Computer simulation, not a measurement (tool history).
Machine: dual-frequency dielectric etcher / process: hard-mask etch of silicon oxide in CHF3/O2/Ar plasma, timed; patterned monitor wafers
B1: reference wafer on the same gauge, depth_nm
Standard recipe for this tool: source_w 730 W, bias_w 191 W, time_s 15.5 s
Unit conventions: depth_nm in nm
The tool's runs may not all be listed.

Run 1, hour 0: usual settings but bias_w 218 W; B1 32.35. Result: depth_nm 32.03 nm.
Run 2, hour 90.6: usual settings; B1 32.26. Result: depth_nm 29.79 nm.
Run 3, hour 150: usual settings; B1 32.33. Result: depth_nm 29.69 nm.
Run 4, hour 206.2: usual settings; B1 32.32. Result: depth_nm 29.69 nm.
Run 5, hour 297.4: usual settings but time_s 12 s; B1 32.33. Result: depth_nm 22.71 nm.
Run 6, hour 339.6: usual settings but bias_w 170 W, time_s 14 s; B1 32.28. Result: depth_nm 24.9 nm.
Run 7, hour 439.4: usual settings but bias_w 170 W, time_s 14 s; B1 32.33. Result: depth_nm 24.89 nm.
Run 8, hour 521.1: usual settings but bias_w 170 W, time_s 14 s; B1 32.32. Result: depth_nm 25.17 nm.
Run 9, hour 601.8: usual settings but source_w 890 W, time_s 12.5 s; B1 32.29. Result: depth_nm 26.57 nm.
Run 10, hour 693.3: usual settings but source_w 870 W, time_s 13.5 s; B1 32.27. Result: depth_nm 28.48 nm.
Run 11, hour 809.4: usual settings but source_w 840 W, bias_w 207 W, time_s 12 s; B1 32.3. Result: depth_nm 26.04 nm.
Run 12, hour 895.8: usual settings; B1 32.29. Result: depth_nm 29.13 nm.
Run 13, hour 951.4: usual settings but source_w 670 W, bias_w 150 W, time_s 20 s; B1 32.29. Result: depth_nm 31.37 nm.
Run 14, hour 995.5: usual settings but source_w 790 W, bias_w 239 W, time_s 13.5 s; B1 32.31. Result: depth_nm 30.08 nm.
Run 15, hour 1067.5: usual settings; B1 32.31. Result: depth_nm 29.36 nm.
Run 16, hour 1118.3: usual settings; B1 32.33. Result: depth_nm 29.59 nm.
Run 17, hour 1221.9: usual settings but bias_w 207 W, time_s 13 s; B1 32.29. Result: depth_nm 25.84 nm.
Run 18, hour 1285.4: usual settings but bias_w 223 W; B1 32.29. Result: depth_nm 32.31 nm.
Run 19, hour 1352.3: usual settings but source_w 660 W; B1 32.26. Result: depth_nm 28.06 nm.
Run 20, hour 1438.1: usual settings but bias_w 154 W; B1 32.27. Result: depth_nm 26.52 nm.
Run 21, hour 1475.3: usual settings but source_w 830 W; B1 32.3. Result: depth_nm 32.15 nm.
Run 22, hour 1542.7: usual settings but source_w 580 W; B1 32.35. Result: depth_nm 26.29 nm.
Run 23, hour 1637: usual settings; B1 32.27. Result: depth_nm 29.44 nm.
Run 24, hour 1733.2: usual settings; B1 32.31. Result: depth_nm 29.61 nm.
Run 25, hour 1779.4: usual settings but time_s 17 s; B1 32.29. Result: depth_nm 32.15 nm.
Run 26, hour 1867.9: usual settings but source_w 780 W, bias_w 205 W, time_s 17 s; B1 32.33. Result: depth_nm 34.72 nm.
Run 27, hour 1972.4: usual settings; B1 32.26. Result: depth_nm 29.6 nm.
Run 28, hour 2027: usual settings but source_w 590 W; B1 32.28. Result: depth_nm 26.12 nm.
Run 29, hour 2266.3: usual settings but source_w 640 W, bias_w 177 W, time_s 17 s; B1 32.3. Result: depth_nm 29.35 nm.
Run 30, hour 2370.4: usual settings; B1 32.3. Result: depth_nm 29.41 nm.

Not shown: 7 entries that the log had between the listed runs. Between which runs, and how does the tool's hidden state differ before and after?
Runs 4 to 5: bias power generator calibrated (hour 232.5); wet clean of the chamber (hour 246.8)
  etch rate over this chamber's usual, %: 2.18 -> 0.0789
  measured minus no-state result, depth_nm: +0.63 -> +0.01 nm
Runs 10 to 11: upper electrode replaced (hour 783.5)
  etch rate over this chamber's usual, %: 1.57 -> 2.01
  measured minus no-state result, depth_nm: +0.44 -> +0.51 nm
Runs 11 to 12: wet clean of the chamber (hour 864.9)
  etch rate over this chamber's usual, %: 2.01 -> -0.0522
  measured minus no-state result, depth_nm: +0.51 -> -0.02 nm
Runs 16 to 17: source power generator calibrated (hour 1136.5)
  etch rate over this chamber's usual, %: 0.787 -> 1.18
  measured minus no-state result, depth_nm: +0.23 -> +0.3 nm
Runs 22 to 23: wet clean of the chamber (hour 1624.6)
  etch rate over this chamber's usual, %: 2.39 -> 0.0817
  measured minus no-state result, depth_nm: +0.61 -> +0.02 nm
Runs 29 to 30: wet clean of the chamber (hour 2369.9)
  etch rate over this chamber's usual, %: 2.45 -> -0.236
  measured minus no-state result, depth_nm: +0.7 -> -0.07 nm
